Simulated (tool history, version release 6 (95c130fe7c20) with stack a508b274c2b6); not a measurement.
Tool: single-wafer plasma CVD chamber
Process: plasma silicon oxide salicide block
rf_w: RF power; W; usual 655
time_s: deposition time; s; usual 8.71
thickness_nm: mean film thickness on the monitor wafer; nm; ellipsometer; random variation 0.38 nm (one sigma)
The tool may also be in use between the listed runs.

run	hour	rf_w	time_s	read-back reference wafer on the same gauge, thickness_nm	thickness_nm
1	0.0	655	8.71	81.383	89.841
2	65.4	655	8.71	81.396	90.451
3	92.5	655	8.71	81.338	89.679
4	122.8	695	9.48	81.354	99.497
5	170.3	695	9.48	81.353	98.982
6	238.7	695	9.48	81.378	99.253
7	285.8	625	8.71	81.256	88.977
8	313.8	655	8.71	81.379	89.720
9	340.1	655	8.71	81.329	89.493
10	388.1	655	8.71	81.367	89.919
11	427.3	575	7.84	81.411	77.848
12	459.2	575	7.84	81.337	77.804
13	520.5	575	7.84	81.410	78.114
14	550.7	585	8.71	81.408	86.295
15	609.2	585	8.71	81.505	86.736
16	641.8	655	8.71	81.426	90.219
17	678.5	655	8.71	81.337	89.651
18	735.1	565	8.71	81.451	86.062
19	807.0	655	9.94	81.412	101.921
20	969.2	555	8.71	81.371	84.761
21	1032.7	715	10.02	81.423	105.004
# hour 1078.3: RF generator calibrated
22	1078.8	655	8.71	81.378	88.245
23	1103.2	705	9.27	81.433	95.560
# hour 1157.1: showerhead replaced
24	1169.6	605	10.07	81.338	99.740
25	1196.8	600	9.39	81.465	92.557
26	1231.8	655	8.71	81.363	87.609
27	1297.4	545	8.05	81.413	77.920
# hour 1319.4: gauge calibrated
28	1355.4	530	8.24	81.320	78.286
# hour 1406.7: RF generator calibrated, repeated, since the last time left the tool worse
29	1425.9	655	8.71	81.408	90.382
30	1493.5	655	9.43	81.418	97.859
31	1547.9	655	8.71	81.409	90.290
32	1595.6	655	8.02	81.408	83.183
33	1651.0	725	7.08	81.460	75.005
34	1677.9	750	7.98	81.414	85.326
35	1732.5	655	8.04	81.460	83.687
36	1785.8	655	8.71	81.397	90.462
37	1836.0	745	10.04	81.384	106.535
38	1866.5	690	9.34	81.358	97.583

Run 39 comes next. What will it give?
39	1900.9	655	8.71	?	?

Run 39 gave read-back reference wafer on the same gauge, thickness_nm 81.412, thickness_nm 89.428 nm.
Without the tool's hidden state the same run would have given thickness_nm 90.033 nm.
